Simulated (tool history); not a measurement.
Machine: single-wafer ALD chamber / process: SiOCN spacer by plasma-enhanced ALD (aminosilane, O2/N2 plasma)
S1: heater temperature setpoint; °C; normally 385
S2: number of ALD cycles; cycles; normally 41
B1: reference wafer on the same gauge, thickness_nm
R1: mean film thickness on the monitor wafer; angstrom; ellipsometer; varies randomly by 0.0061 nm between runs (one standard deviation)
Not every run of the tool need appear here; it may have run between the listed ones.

{"run": 1, "hour": 0.0, "S1": 379, "S2": 41, "B1": 2.12, "R1": 24.52}
{"run": 2, "hour": 27.9, "S1": 385, "S2": 41, "B1": 2.122, "R1": 24.68}
{"run": 3, "hour": 63.2, "S1": 393, "S2": 37, "B1": 2.123, "R1": 22.21}
{"run": 4, "hour": 114.9, "S1": 393, "S2": 37, "B1": 2.121, "R1": 22.16}
{"run": 5, "hour": 154.5, "S1": 393, "S2": 37, "B1": 2.12, "R1": 22.23}
{"run": 6, "hour": 200.0, "S1": 385, "S2": 41, "B1": 2.122, "R1": 24.51}
{"run": 7, "hour": 235.6, "S1": 385, "S2": 41, "B1": 2.119, "R1": 24.75}
{"run": 8, "hour": 261.8, "S1": 385, "S2": 41, "B1": 2.119, "R1": 24.6}
{"run": 9, "hour": 302.8, "S1": 385, "S2": 41, "B1": 2.121, "R1": 24.55}
{"run": 10, "hour": 352.8, "S1": 389, "S2": 44, "B1": 2.12, "R1": 26.37}
{"run": 11, "hour": 424.7, "S1": 389, "S2": 44, "B1": 2.119, "R1": 26.45}
{"hour": 436.5, "done": "thermocouple changed; heater temperature recalibrated"}
{"run": 12, "hour": 481.8, "S1": 389, "S2": 44, "B1": 2.12, "R1": 26.23}
{"hour": 486.9, "done": "gauge calibrated"}
{"run": 13, "hour": 536.3, "S1": 385, "S2": 47, "B1": 2.122, "R1": 28.19}
{"run": 14, "hour": 598.4, "S1": 385, "S2": 47, "B1": 2.12, "R1": 28.18}
{"run": 15, "hour": 628.4, "S1": 385, "S2": 47, "B1": 2.12, "R1": 28.22}
{"run": 16, "hour": 699.8, "S1": 385, "S2": 41, "B1": 2.12, "R1": 24.57}
{"run": 17, "hour": 735.7, "S1": 391, "S2": 37, "B1": 2.121, "R1": 22.19}
{"run": 18, "hour": 760.2, "S1": 396, "S2": 34, "B1": 2.119, "R1": 20.37}
{"run": 19, "hour": 789.7, "S1": 393, "S2": 37, "B1": 2.118, "R1": 22.21}
{"run": 20, "hour": 835.6, "S1": 390, "S2": 41, "B1": 2.119, "R1": 24.57}
{"run": 21, "hour": 875.2, "S1": 389, "S2": 37, "B1": 2.121, "R1": 22.17}
{"run": 22, "hour": 923.6, "S1": 376, "S2": 37, "B1": 2.118, "R1": 22.16}
{"run": 23, "hour": 993.3, "S1": 385, "S2": 41, "B1": 2.12, "R1": 24.58}
{"run": 24, "hour": 1018.3, "S1": 385, "S2": 41, "B1": 2.12, "R1": 24.62}
{"run": 25, "hour": 1051.7, "S1": 373, "S2": 39, "B1": 2.12, "R1": 23.37}
{"run": 26, "hour": 1114.5, "S1": 396, "S2": 48, "B1": 2.12, "R1": 28.68}
{"run": 27, "hour": 1149.9, "S1": 395, "S2": 35, "B1": 2.12, "R1": 20.92}
{"run": 28, "hour": 1198.6, "S1": 393, "S2": 37, "B1": 2.119, "R1": 22.21}

Run 29 has not been measured yet. What should we expect?
{"run": 29, "hour": 1242.3, "S1": 394, "S2": 44, "B1": "?", "R1": "?"}

{"run 29": {"B1": 2.12, "R1": 26.41}}
Minus the tool's unlogged condition, the same run would have read R1 26.41 angstrom.
